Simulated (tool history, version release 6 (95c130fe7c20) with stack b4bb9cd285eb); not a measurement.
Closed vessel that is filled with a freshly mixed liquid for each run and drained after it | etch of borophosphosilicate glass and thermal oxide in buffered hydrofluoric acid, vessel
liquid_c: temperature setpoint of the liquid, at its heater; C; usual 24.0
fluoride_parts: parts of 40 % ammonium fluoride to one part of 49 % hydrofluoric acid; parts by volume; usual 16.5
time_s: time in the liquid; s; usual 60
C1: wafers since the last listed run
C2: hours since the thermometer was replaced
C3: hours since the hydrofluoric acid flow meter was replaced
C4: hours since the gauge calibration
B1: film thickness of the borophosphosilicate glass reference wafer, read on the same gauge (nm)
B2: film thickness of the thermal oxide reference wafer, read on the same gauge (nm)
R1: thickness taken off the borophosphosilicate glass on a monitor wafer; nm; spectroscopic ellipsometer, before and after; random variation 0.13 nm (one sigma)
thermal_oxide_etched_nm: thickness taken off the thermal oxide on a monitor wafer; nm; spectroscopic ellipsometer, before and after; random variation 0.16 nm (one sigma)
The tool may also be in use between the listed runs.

run 1 hour=0.0 | liquid_c=24.0 fluoride_parts=16.5 time_s=60 | C1=0 C2=2375.1 C3=1933.4 C4=722.4 | B1=110.00 B2=40.02 | R1=43.71 thermal_oxide_etched_nm=44.87
run 2 hour=67.7 | liquid_c=24.0 fluoride_parts=16.5 time_s=60 | C1=7403 C2=2442.8 C3=2001.1 C4=790.1 | B1=110.01 B2=40.03 | R1=43.71 thermal_oxide_etched_nm=44.81
run 3 hour=121.4 | liquid_c=24.0 fluoride_parts=16.5 time_s=60 | C1=5872 C2=2496.5 C3=2054.8 C4=843.8 | B1=110.05 B2=40.00 | R1=43.54 thermal_oxide_etched_nm=44.75
run 4 hour=147.9 | liquid_c=24.0 fluoride_parts=16.5 time_s=75 | C1=2898 C2=2523.0 C3=2081.3 C4=870.3 | B1=110.02 B2=39.98 | R1=54.70 thermal_oxide_etched_nm=56.33
run 5 hour=211.0 | liquid_c=24.0 fluoride_parts=16.5 time_s=75 | C1=6900 C2=2586.1 C3=2144.4 C4=933.4 | B1=110.05 B2=40.04 | R1=54.84 thermal_oxide_etched_nm=56.56
run 6 hour=261.0 | liquid_c=24.0 fluoride_parts=16.5 time_s=75 | C1=5468 C2=2636.1 C3=2194.4 C4=983.4 | B1=109.99 B2=40.00 | R1=54.65 thermal_oxide_etched_nm=55.99
-- hour=360.7 thermometer replaced
-- hour=381.0 hydrofluoric acid flow meter replaced
run 7 hour=468.6 | liquid_c=24.0 fluoride_parts=16.5 time_s=60 | C1=22485 C2=107.9 C3=87.6 C4=1191.0 | B1=110.04 B2=39.99 | R1=42.36 thermal_oxide_etched_nm=43.76
run 8 hour=523.8 | liquid_c=24.0 fluoride_parts=16.5 time_s=60 | C1=6036 C2=163.1 C3=142.8 C4=1246.2 | B1=110.01 B2=40.00 | R1=42.50 thermal_oxide_etched_nm=43.68
run 9 hour=555.9 | liquid_c=24.0 fluoride_parts=16.5 time_s=60 | C1=3510 C2=195.2 C3=174.9 C4=1278.3 | B1=110.02 B2=40.03 | R1=42.51 thermal_oxide_etched_nm=43.56
run 10 hour=625.6 | liquid_c=27.5 fluoride_parts=15.0 time_s=60 | C1=7622 C2=264.9 C3=244.6 C4=1348.0 | B1=110.00 B2=40.03 | R1=56.31 thermal_oxide_etched_nm=57.76
run 11 hour=663.9 | liquid_c=28.0 fluoride_parts=16.5 time_s=60 | C1=4188 C2=303.2 C3=282.9 C4=1386.3 | B1=109.98 B2=39.99 | R1=52.89 thermal_oxide_etched_nm=54.40
run 12 hour=710.2 | liquid_c=24.0 fluoride_parts=18.0 time_s=60 | C1=5063 C2=349.5 C3=329.2 C4=1432.6 | B1=110.04 B2=39.99 | R1=38.99 thermal_oxide_etched_nm=40.16
run 13 hour=758.5 | liquid_c=24.0 fluoride_parts=16.5 time_s=60 | C1=5282 C2=397.8 C3=377.5 C4=1480.9 | B1=109.97 B2=40.02 | R1=42.85 thermal_oxide_etched_nm=43.75
run 14 hour=791.1 | liquid_c=27.0 fluoride_parts=21.0 time_s=35 | C1=3565 C2=430.4 C3=410.1 C4=1513.5 | B1=109.97 B2=40.01 | R1=23.43 thermal_oxide_etched_nm=23.96
run 15 hour=815.9 | liquid_c=26.0 fluoride_parts=10.5 time_s=45 | C1=2712 C2=455.2 C3=434.9 C4=1538.3 | B1=109.96 B2=40.01 | R1=55.75 thermal_oxide_etched_nm=57.20
run 16 hour=849.3 | liquid_c=24.0 fluoride_parts=23.0 time_s=60 | C1=3652 C2=488.6 C3=468.3 C4=1571.7 | B1=109.97 B2=39.99 | R1=31.98 thermal_oxide_etched_nm=33.06
run 17 hour=886.8 | liquid_c=24.0 fluoride_parts=21.0 time_s=60 | C1=4101 C2=526.1 C3=505.8 C4=1609.2 | B1=110.02 B2=39.97 | R1=34.21 thermal_oxide_etched_nm=35.14
-- hour=919.9 gauge calibrated
run 18 hour=936.7 | liquid_c=25.5 fluoride_parts=11.0 time_s=45 | C1=5457 C2=576.0 C3=555.7 C4=16.8 | B1=109.99 B2=40.00 | R1=51.78 thermal_oxide_etched_nm=53.26
run 19 hour=969.1 | liquid_c=24.0 fluoride_parts=16.5 time_s=60 | C1=3543 C2=608.4 C3=588.1 C4=49.2 | B1=110.03 B2=39.98 | R1=42.68 thermal_oxide_etched_nm=44.21
run 20 hour=995.4 | liquid_c=24.0 fluoride_parts=16.5 time_s=60 | C1=2876 C2=634.7 C3=614.4 C4=75.5 | B1=110.04 B2=40.00 | R1=42.64 thermal_oxide_etched_nm=43.92
run 21 hour=1054.5 | liquid_c=24.0 fluoride_parts=16.5 time_s=60 | C1=6463 C2=693.8 C3=673.5 C4=134.6 | B1=110.01 B2=39.98 | R1=42.93 thermal_oxide_etched_nm=43.91
run 22 hour=1101.6 | liquid_c=26.0 fluoride_parts=19.0 time_s=30 | C1=5151 C2=740.9 C3=720.6 C4=181.7 | B1=110.02 B2=40.00 | R1=20.81 thermal_oxide_etched_nm=21.32
run 23 hour=1152.4 | liquid_c=24.0 fluoride_parts=14.0 time_s=30 | C1=5555 C2=791.7 C3=771.4 C4=232.5 | B1=110.03 B2=39.99 | R1=25.22 thermal_oxide_etched_nm=25.87
run 24 hour=1190.7 | liquid_c=24.0 fluoride_parts=19.5 time_s=60 | C1=4188 C2=830.0 C3=809.7 C4=270.8 | B1=109.98 B2=39.99 | R1=36.47 thermal_oxide_etched_nm=37.48
run 25 hour=1245.4 | liquid_c=24.0 fluoride_parts=18.0 time_s=60 | C1=5982 C2=884.7 C3=864.4 C4=325.5 | B1=110.02 B2=40.02 | R1=39.40 thermal_oxide_etched_nm=40.31
run 26 hour=1368.8 | liquid_c=24.0 fluoride_parts=14.5 time_s=80 | C1=13495 C2=1008.1 C3=987.8 C4=448.9 | B1=109.97 B2=39.98 | R1=65.11 thermal_oxide_etched_nm=67.03

Forecast each of these 3 alternatives for the next run:
run A hour=1369.5 | liquid_c=27.5 fluoride_parts=16.5 time_s=60 | C1=76 C2=1008.8 C3=988.5 C4=449.6 | B1=? B2=? | R1=? thermal_oxide_etched_nm=?
run B hour=1369.5 | liquid_c=24.0 fluoride_parts=22.5 time_s=30 | C1=76 C2=1008.8 C3=988.5 C4=449.6 | B1=? B2=? | R1=? thermal_oxide_etched_nm=?
run C hour=1369.5 | liquid_c=27.0 fluoride_parts=16.5 time_s=50 | C1=76 C2=1008.8 C3=988.5 C4=449.6 | B1=? B2=? | R1=? thermal_oxide_etched_nm=?

run=A B1=110.01 B2=39.99 R1=51.91 thermal_oxide_etched_nm=53.41
run=B B1=110.01 B2=39.99 R1=16.41 thermal_oxide_etched_nm=16.87
run=C B1=110.01 B2=39.99 R1=42.13 thermal_oxide_etched_nm=43.34
Without the tool's hidden state the same runs would have given:
run=A R1=50.96 thermal_oxide_etched_nm=52.43
run=B R1=16.10 thermal_oxide_etched_nm=16.55
run=C R1=41.35 thermal_oxide_etched_nm=42.53

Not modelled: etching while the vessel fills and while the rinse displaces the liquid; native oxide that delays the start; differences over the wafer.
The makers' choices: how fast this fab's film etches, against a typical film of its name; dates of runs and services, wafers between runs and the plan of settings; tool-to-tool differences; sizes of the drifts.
